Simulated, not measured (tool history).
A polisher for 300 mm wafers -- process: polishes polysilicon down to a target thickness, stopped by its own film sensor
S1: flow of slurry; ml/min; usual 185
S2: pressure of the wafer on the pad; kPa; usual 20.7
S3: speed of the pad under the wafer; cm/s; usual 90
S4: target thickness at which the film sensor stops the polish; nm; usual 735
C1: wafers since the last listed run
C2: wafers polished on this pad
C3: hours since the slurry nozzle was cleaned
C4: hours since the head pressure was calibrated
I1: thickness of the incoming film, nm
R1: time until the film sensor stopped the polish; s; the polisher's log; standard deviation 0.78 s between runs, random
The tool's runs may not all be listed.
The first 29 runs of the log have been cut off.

run     day   S1    S2   S3   S4   C1    C2     C3     C4      I1    R1
     34.046  -- worn pad replaced by a new one
 30  34.596  185  20.7   90  735  151   137  398.3  262.1  1183.2  67.7
 31  35.954  185  20.7   90  735  339   477  430.9  294.7  1166.3  67.0
 32  38.988  120  24.8   90  847  759  1236  503.7  367.5  1179.9  54.5
 33  40.204  210  15.2   90  735  304  1541  532.9  396.7  1186.1  83.3
 34  41.154  185  20.7   90  735  237  1779  555.7  419.5  1153.6  63.5
 35  42.362  185  20.7   70  735  302  2081  584.7  448.5  1186.5  81.5
 36  43.254  125  20.7  112  656  223  2304  606.1  469.9  1162.1  81.6
     44.112  -- worn pad replaced by a new one
 37  44.133  185  27.6   66  735  178     5  627.2  491.0  1160.1  64.6
 38  44.917  185  20.7   90  735  196   201  646.0  509.8  1175.7  70.4

Consider 3 possible next runs. They are alternatives, not a sequence: every one starts from the tool as it was left by run 38. What does each give?
  A  44.933  185  20.7  90  735   4  205  646.4  510.2  1167.8   ?
  B  44.933  225  20.7  90  875   4  205  646.4  510.2  1167.8   ?
  C  44.933  240  24.1  78  840   4  205  646.4  510.2  1167.8   ?

run    R1
  A  68.4
  B  43.9
  C  46.8
The same runs, with their run-to-run variation unchanged, on a tool lacking any hidden condition would have given:
run    R1
  A  59.9
  B  39.4
  C  42.3

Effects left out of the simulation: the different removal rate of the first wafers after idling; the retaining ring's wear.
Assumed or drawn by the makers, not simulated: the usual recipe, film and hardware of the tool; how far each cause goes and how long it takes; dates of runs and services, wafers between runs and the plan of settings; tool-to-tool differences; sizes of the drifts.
